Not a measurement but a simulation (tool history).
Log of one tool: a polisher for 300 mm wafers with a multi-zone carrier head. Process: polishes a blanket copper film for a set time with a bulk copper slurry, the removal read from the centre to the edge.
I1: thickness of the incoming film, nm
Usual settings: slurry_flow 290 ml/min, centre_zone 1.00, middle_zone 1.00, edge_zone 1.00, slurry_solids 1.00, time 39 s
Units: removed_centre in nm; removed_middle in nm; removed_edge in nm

Run 1, day 0.000: usual settings but middle_zone 1.06; I1 3304.5. Result: removed_centre 383.2 nm, removed_middle 394.9 nm, removed_edge 401.1 nm.
At day 0.896: worn pad replaced by a new one.
At day 1.583: centre zone pressure recalibrated.
At day 3.029: edge zone pressure recalibrated.
Run 2, day 3.050: usual settings but time 45 s; I1 3276.8. Result: removed_centre 435.6 nm, removed_middle 435.0 nm, removed_edge 442.8 nm.
Run 3, day 4.083: usual settings; I1 3336.1. Result: removed_centre 376.1 nm, removed_middle 374.0 nm, removed_edge 380.4 nm.
Run 4, day 5.850: usual settings but slurry_flow 215 ml/min; I1 3323.9. Result: removed_centre 352.5 nm, removed_middle 353.6 nm, removed_edge 367.6 nm.
Run 5, day 7.400: usual settings but centre_zone 0.89, middle_zone 0.93, time 48 s; I1 3264.8. Result: removed_centre 404.6 nm, removed_middle 432.9 nm, removed_edge 475.0 nm.
Run 6, day 8.942: usual settings but time 45 s; I1 3269.4. Result: removed_centre 420.2 nm, removed_middle 430.3 nm, removed_edge 438.0 nm.
Run 7, day 11.404: usual settings but centre_zone 1.05, time 34 s; I1 3233.1. Result: removed_centre 336.9 nm, removed_middle 321.7 nm, removed_edge 333.6 nm.
Run 8, day 12.571: usual settings but middle_zone 0.93, time 32 s; I1 3272.1. Result: removed_centre 300.4 nm, removed_middle 284.3 nm, removed_edge 314.4 nm.
At day 14.467: slurry nozzle cleaned.
Run 9, day 15.408: usual settings but middle_zone 1.12; I1 3282.7. Result: removed_centre 390.7 nm, removed_middle 430.9 nm, removed_edge 392.4 nm.
At day 17.642: worn pad replaced by a new one.
Run 10, day 17.908: usual settings but centre_zone 1.07; I1 3259.7. Result: removed_centre 406.8 nm, removed_middle 385.0 nm, removed_edge 396.4 nm.
At day 18.000: centre zone pressure recalibrated.
Run 11, day 20.733: usual settings but edge_zone 0.92; I1 3263.7. Result: removed_centre 388.2 nm, removed_middle 389.5 nm, removed_edge 386.7 nm.
At day 21.475: edge zone pressure recalibrated.
Run 12, day 21.938: usual settings but slurry_flow 355 ml/min, centre_zone 0.95, middle_zone 0.95, time 46 s; I1 3285.9. Result: removed_centre 450.8 nm, removed_middle 445.3 nm, removed_edge 478.1 nm.
Run 13, day 23.742: usual settings but slurry_flow 325 ml/min, edge_zone 1.11; I1 3299.2. Result: removed_centre 386.2 nm, removed_middle 386.4 nm, removed_edge 423.1 nm.
Run 14, day 24.912: usual settings but centre_zone 1.09; I1 3283.8. Result: removed_centre 422.5 nm, removed_middle 381.4 nm, removed_edge 389.8 nm.
Run 15, day 26.479: usual settings; I1 3340.3. Result: removed_centre 381.0 nm, removed_middle 382.3 nm, removed_edge 391.7 nm.
Run 16, day 28.412: usual settings but edge_zone 1.07, slurry_solids 1.10; I1 3276.9. Result: removed_centre 387.1 nm, removed_middle 386.2 nm, removed_edge 413.3 nm.
Run 17, day 29.662: usual settings but middle_zone 1.04, time 33 s; I1 3281.1. Result: removed_centre 320.0 nm, removed_middle 327.4 nm, removed_edge 336.4 nm.
Run 18, day 31.962: usual settings; I1 3325.1. Result: removed_centre 377.3 nm, removed_middle 378.0 nm, removed_edge 391.5 nm.
At day 32.450: worn pad replaced by a new one.
Run 19, day 34.375: usual settings but centre_zone 0.91, middle_zone 1.03, edge_zone 1.03, slurry_solids 0.75; I1 3238.8. Result: removed_centre 321.5 nm, removed_middle 367.4 nm, removed_edge 381.9 nm.
At day 36.008: centre zone pressure recalibrated.
Run 20, day 36.092: usual settings; I1 3304.4. Result: removed_centre 370.9 nm, removed_middle 374.7 nm, removed_edge 385.2 nm.

5 ways to go on from here, each from the tool as it stands after run 20. What would each give?
Run A, day 36.108: usual settings; I1 3302.4. Result: removed_centre ?, removed_middle ?, removed_edge ?.
Run B, day 36.108: usual settings but slurry_solids 0.85; I1 3302.4. Result: removed_centre ?, removed_middle ?, removed_edge ?.
Run C, day 36.108: usual settings but time 27 s; I1 3302.4. Result: removed_centre ?, removed_middle ?, removed_edge ?.
Run D, day 36.108: usual settings but centre_zone 0.93, slurry_solids 0.75; I1 3302.4. Result: removed_centre ?, removed_middle ?, removed_edge ?.
Run E, day 36.108: usual settings but centre_zone 0.95, middle_zone 1.10; I1 3302.4. Result: removed_centre ?, removed_middle ?, removed_edge ?.

run  removed_centre  removed_middle  removed_edge
  A           371.0           370.4         381.9
  B           361.4           360.8         372.0
  C           256.9           256.4         264.4
  D           329.4           354.0         364.9
  E           352.6           400.8         381.5
Without the tool's hidden state the same runs would have given:
run  removed_centre  removed_middle  removed_edge
  A           391.8           389.1         396.3
  B           381.6           379.0         386.0
  C           271.3           269.4         274.4
  D           347.9           371.8         378.6
  E           372.4           421.0         395.8
